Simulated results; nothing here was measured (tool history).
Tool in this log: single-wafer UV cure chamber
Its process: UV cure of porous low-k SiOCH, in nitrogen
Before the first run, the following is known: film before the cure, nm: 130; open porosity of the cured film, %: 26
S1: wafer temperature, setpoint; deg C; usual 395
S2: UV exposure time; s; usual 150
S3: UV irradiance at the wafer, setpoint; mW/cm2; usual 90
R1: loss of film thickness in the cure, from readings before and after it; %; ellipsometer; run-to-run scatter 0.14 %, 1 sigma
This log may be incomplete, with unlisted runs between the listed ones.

run	hour	S1	S2	S3	R1
1	0.0	395	150	90	9.825
2	22.8	395	150	90	9.828
3	52.5	395	150	90	9.984
# hour 72.0: quartz window cleaned
4	72.5	395	150	90	10.909
5	81.3	395	150	90	10.930
6	116.4	395	150	90	10.899
7	144.6	395	115	90	9.662
8	169.8	395	115	90	9.497
9	186.3	395	115	90	9.771
10	203.2	395	150	90	10.537
11	236.4	395	170	90	11.295
12	282.7	395	150	90	10.544
13	315.3	395	150	90	10.289
14	345.4	395	150	79	9.942
15	360.9	395	150	79	9.619
16	383.5	395	150	79	9.557
17	415.7	395	150	90	10.228
18	450.9	395	150	90	9.992
19	484.2	395	150	90	9.854
# hour 500.3: UV bulbs replaced
20	514.2	395	150	106	10.712
# hour 534.1: quartz window cleaned
21	534.6	395	150	106	11.851
22	566.0	395	150	106	11.812
23	578.3	386	150	59	8.818
24	612.1	395	150	90	10.807
25	645.7	395	150	105	11.326
26	670.5	395	150	90	10.488
27	736.4	378	150	57	8.149
28	762.0	390	180	73	9.978
29	792.6	386	150	59	8.370
30	816.1	395	150	123	11.601
31	831.5	395	125	128	10.994
32	860.9	395	150	102	10.760
33	891.6	390	150	90	10.036
34	910.5	395	185	73	9.997
35	932.1	402	150	126	11.788
# hour 957.9: quartz window cleaned
36	958.4	409	180	104	12.729
37	984.2	387	225	112	13.665
38	1019.8	382	150	90	10.478
39	1033.3	395	150	90	10.846

Forecast run 40:
40	1054.0	410	205	68	?

{"run 40": {"R1": 10.81}}
If the tool had no hidden condition, the same run with the same run-to-run variation would have returned R1 11.111 %.

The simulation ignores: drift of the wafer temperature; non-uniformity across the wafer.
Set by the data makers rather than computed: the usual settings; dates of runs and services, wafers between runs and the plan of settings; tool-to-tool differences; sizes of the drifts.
